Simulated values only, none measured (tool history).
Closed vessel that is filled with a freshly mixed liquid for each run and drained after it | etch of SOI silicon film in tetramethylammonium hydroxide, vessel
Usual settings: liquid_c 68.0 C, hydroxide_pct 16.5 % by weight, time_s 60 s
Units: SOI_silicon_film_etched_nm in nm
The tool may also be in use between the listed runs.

| run | hour | liquid_c | hydroxide_pct | time_s | wafers since the last listed run | hours since the thermometer was replaced | hours since the hydroxide flow meter was replaced | hours since the gauge calibration | read-back film thickness of the SOI silicon film reference wafer, read on the same gauge (nm) | SOI_silicon_film_etched_nm |
|---|---|---|---|---|---|---|---|---|---|---|
| 1 | 0.0 | 68.0 | 16.5 | 60 | 0 | 781.1 | 1299.6 | 466.6 | 50.03 | 306.30 |
| 2 | 13.0 | 68.0 | 16.5 | 60 | 1761 | 794.1 | 1312.6 | 479.6 | 49.98 | 310.28 |
| 3 | 38.5 | 68.0 | 16.5 | 60 | 3454 | 819.6 | 1338.1 | 505.1 | 50.02 | 308.28 |
| 4 | 70.5 | 68.0 | 16.5 | 60 | 4335 | 851.6 | 1370.1 | 537.1 | 49.98 | 300.29 |
| 5 | 93.1 | 68.0 | 16.5 | 60 | 3061 | 874.2 | 1392.7 | 559.7 | 50.04 | 305.51 |
| 6 | 105.8 | 68.0 | 16.5 | 60 | 1720 | 886.9 | 1405.4 | 572.4 | 50.02 | 303.59 |
|  | 107.6 | hydroxide flow meter replaced |
| 7 | 140.3 | 68.0 | 16.5 | 60 | 4538 | 921.4 | 32.7 | 606.9 | 50.02 | 303.10 |
| 8 | 163.8 | 68.0 | 16.5 | 60 | 3183 | 944.9 | 56.2 | 630.4 | 49.97 | 300.57 |
|  | 176.7 | thermometer replaced |
| 9 | 177.3 | 68.0 | 16.5 | 60 | 1693 | 0.6 | 69.7 | 643.9 | 50.00 | 301.51 |
| 10 | 199.5 | 68.0 | 16.5 | 60 | 3007 | 22.8 | 91.9 | 666.1 | 50.00 | 301.79 |
| 11 | 226.4 | 68.0 | 16.5 | 60 | 3644 | 49.7 | 118.8 | 693.0 | 50.03 | 296.66 |
|  | 261.4 | hydroxide flow meter replaced, repeated, since the last time left the tool worse |
| 12 | 261.9 | 68.0 | 16.5 | 60 | 4674 | 85.2 | 0.5 | 728.5 | 49.98 | 318.88 |
| 13 | 289.9 | 63.0 | 19.0 | 60 | 3793 | 113.2 | 28.5 | 756.5 | 50.03 | 224.13 |
| 14 | 307.2 | 61.0 | 16.5 | 60 | 2343 | 130.5 | 45.8 | 773.8 | 50.00 | 208.62 |
| 15 | 321.6 | 68.0 | 16.5 | 40 | 1950 | 144.9 | 60.2 | 788.2 | 50.02 | 209.48 |
| 16 | 342.3 | 62.0 | 16.5 | 60 | 2804 | 165.6 | 80.9 | 808.9 | 49.97 | 221.05 |
| 17 | 359.5 | 63.0 | 16.5 | 85 | 2330 | 182.8 | 98.1 | 826.1 | 50.03 | 328.95 |
| 18 | 375.4 | 68.0 | 16.5 | 60 | 2154 | 198.7 | 114.0 | 842.0 | 49.99 | 311.89 |
| 19 | 396.3 | 68.0 | 16.5 | 60 | 2831 | 219.6 | 134.9 | 862.9 | 49.99 | 314.35 |
| 20 | 432.1 | 68.0 | 16.5 | 60 | 4850 | 255.4 | 170.7 | 898.7 | 50.00 | 313.61 |
| 21 | 455.1 | 68.0 | 16.5 | 45 | 3116 | 278.4 | 193.7 | 921.7 | 49.98 | 240.30 |
| 22 | 479.5 | 68.0 | 13.5 | 90 | 3305 | 302.8 | 218.1 | 946.1 | 50.02 | 506.76 |
| 23 | 498.3 | 68.0 | 16.5 | 60 | 2547 | 321.6 | 236.9 | 964.9 | 49.99 | 317.55 |
|  | 535.1 | gauge calibrated |
| 24 | 535.1 | 68.0 | 16.5 | 90 | 4985 | 358.4 | 273.7 | 0.0 | 49.99 | 476.12 |
| 25 | 556.6 | 74.0 | 16.5 | 85 | 2912 | 379.9 | 295.2 | 21.5 | 50.02 | 631.31 |
| 26 | 590.9 | 68.0 | 16.5 | 60 | 4646 | 414.2 | 329.5 | 55.8 | 49.98 | 317.37 |
| 27 | 605.5 | 62.5 | 20.0 | 85 | 1978 | 428.8 | 344.1 | 70.4 | 50.02 | 290.81 |
| 28 | 625.2 | 75.0 | 16.5 | 60 | 2668 | 448.5 | 363.8 | 90.1 | 50.07 | 469.53 |
| 29 | 639.8 | 71.0 | 16.5 | 85 | 1978 | 463.1 | 378.4 | 104.7 | 50.04 | 531.14 |
| 30 | 660.3 | 62.0 | 16.5 | 80 | 2777 | 483.6 | 398.9 | 125.2 | 50.01 | 290.74 |
| 31 | 688.5 | 68.0 | 16.5 | 60 | 3820 | 511.8 | 427.1 | 153.4 | 50.01 | 314.22 |
| 32 | 716.5 | 68.0 | 16.5 | 60 | 3793 | 539.8 | 455.1 | 181.4 | 50.02 | 311.41 |
| 33 | 733.8 | 61.0 | 21.0 | 70 | 2343 | 557.1 | 472.4 | 198.7 | 49.97 | 214.60 |
| 34 | 749.3 | 68.0 | 15.0 | 90 | 2099 | 572.6 | 487.9 | 214.2 | 50.01 | 490.62 |

Measured less the same run without the tool's hidden state. The same run-to-run variation is in both; the gauge's scatter may not be:
The hidden state here: liquid hotter than its thermometer reads (K); hydroxide flow above the setpoint (%); gauge reads high (%).
| run | SOI_silicon_film_etched_nm |
|---|---|
| 1 | -9.30 |
| 2 | -9.51 |
| 3 | -9.63 |
| 4 | -9.61 |
| 5 | -9.92 |
| 6 | -9.95 |
| 7 | -17.13 |
| 8 | -17.15 |
| 9 | -17.31 |
| 10 | -17.48 |
| 11 | -17.37 |
| 12 | -0.27 |
| 13 | -0.39 |
| 14 | -0.38 |
| 15 | -0.44 |
| 16 | -0.56 |
| 17 | -0.96 |
| 18 | -1.02 |
| 19 | -1.17 |
| 20 | -1.41 |
| 21 | -1.20 |
| 22 | -3.75 |
| 23 | -1.88 |
| 24 | -3.19 |
| 25 | -4.52 |
| 26 | -2.51 |
| 27 | -3.14 |
| 28 | -4.06 |
| 29 | -4.77 |
| 30 | -2.74 |
| 31 | -3.15 |
| 32 | -3.31 |
| 33 | -3.35 |
| 34 | -4.90 |

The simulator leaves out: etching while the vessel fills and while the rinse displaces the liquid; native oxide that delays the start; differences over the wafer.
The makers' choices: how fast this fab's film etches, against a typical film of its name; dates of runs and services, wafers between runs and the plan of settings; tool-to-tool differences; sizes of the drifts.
